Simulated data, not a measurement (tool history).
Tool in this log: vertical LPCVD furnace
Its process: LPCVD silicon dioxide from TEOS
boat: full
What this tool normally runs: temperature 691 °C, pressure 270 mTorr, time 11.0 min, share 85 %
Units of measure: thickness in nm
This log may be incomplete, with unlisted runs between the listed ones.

run,hour,temperature,pressure,time,share,wafers since the last listed run,hours since the last temperature calibration,hours since the pressure gauge was zeroed,hours since the TEOS flow controller was replaced,hours since the gauge calibration,"read-back reference wafer on the same gauge, thickness",thickness
1,0.0,691,270,11.0,85,0,2849.4,3991.2,5806.2,80.1,55.06,66.34
2,18.1,691,270,11.0,85,287,2867.5,4009.3,5824.3,98.2,55.11,66.63
3,36.8,691,270,11.0,85,297,2886.2,4028.0,5843.0,116.9,55.12,66.54
4,71.4,691,225,11.0,85,549,2920.8,4062.6,5877.6,151.5,55.14,60.68
5,84.9,691,225,11.0,85,214,2934.3,4076.1,5891.1,165.0,55.14,60.70
6,102.0,691,225,11.0,85,271,2951.4,4093.2,5908.2,182.1,55.10,60.59
7,116.5,691,270,11.0,85,230,2965.9,4107.7,5922.7,196.6,55.14,66.60
8,142.3,691,270,11.0,85,410,2991.7,4133.5,5948.5,222.4,55.09,66.47
9,156.3,691,270,11.0,85,222,3005.7,4147.5,5962.5,236.4,55.09,66.22
10,243.4,691,325,11.0,85,1384,3092.8,4234.6,6049.6,323.5,55.13,72.87
11,267.3,691,270,11.0,85,379,3116.7,4258.5,6073.5,347.4,55.09,66.22
# hour 279.4: gauge calibrated
# hour 309.5: pressure gauge zeroed
12,310.0,691,270,11.0,85,297,3159.4,0.5,6116.2,30.6,55.11,66.36
13,319.3,691,270,11.0,85,147,3168.7,9.8,6125.5,39.9,55.09,66.04
14,334.3,691,270,11.0,85,238,3183.7,24.8,6140.5,54.9,55.08,66.37
15,357.7,691,270,15.0,85,371,3207.1,48.2,6163.9,78.3,55.14,90.32
16,390.3,691,270,11.0,85,518,3239.7,80.8,6196.5,110.9,55.07,66.19
# hour 437.8: thermocouples replaced and temperature profile calibrated
17,438.3,691,270,11.0,85,381,0.5,128.8,6244.5,158.9,55.13,66.46
18,443.0,691,225,10.0,85,74,5.2,133.5,6249.2,163.6,55.13,54.89
19,458.1,700,315,8.5,85,240,20.3,148.6,6264.3,178.7,55.10,68.26
# hour 483.5: TEOS flow controller replaced
20,492.9,702,270,14.0,97,171,55.1,183.4,9.4,213.5,55.10,116.41
21,521.8,691,270,11.0,85,459,84.0,212.3,38.3,242.4,55.07,66.33
22,545.5,691,215,11.0,97,376,107.7,236.0,62.0,266.1,55.13,63.38
23,580.2,691,220,11.0,85,551,142.4,270.7,96.7,300.8,55.11,59.98
24,607.7,691,270,12.0,97,437,169.9,298.2,124.2,328.3,55.08,77.12
25,628.6,691,270,11.0,96,332,190.8,319.1,145.1,349.2,55.09,70.54
# hour 652.5: gauge calibrated
26,655.9,691,270,11.0,85,433,218.1,346.4,172.4,3.4,55.11,66.09
27,683.0,691,235,11.0,74,430,245.2,373.5,199.5,30.5,55.14,57.65
28,701.2,691,270,11.0,85,289,263.4,391.7,217.7,48.7,55.07,66.67

Forecast run 29:
29,735.3,691,270,11.0,85,542,297.5,425.8,251.8,82.8,?,?

read-back reference wafer on the same gauge, thickness: 55.09
thickness: 66.15 nm
With no hidden state in the tool, this same run would have given thickness 66.15 nm.
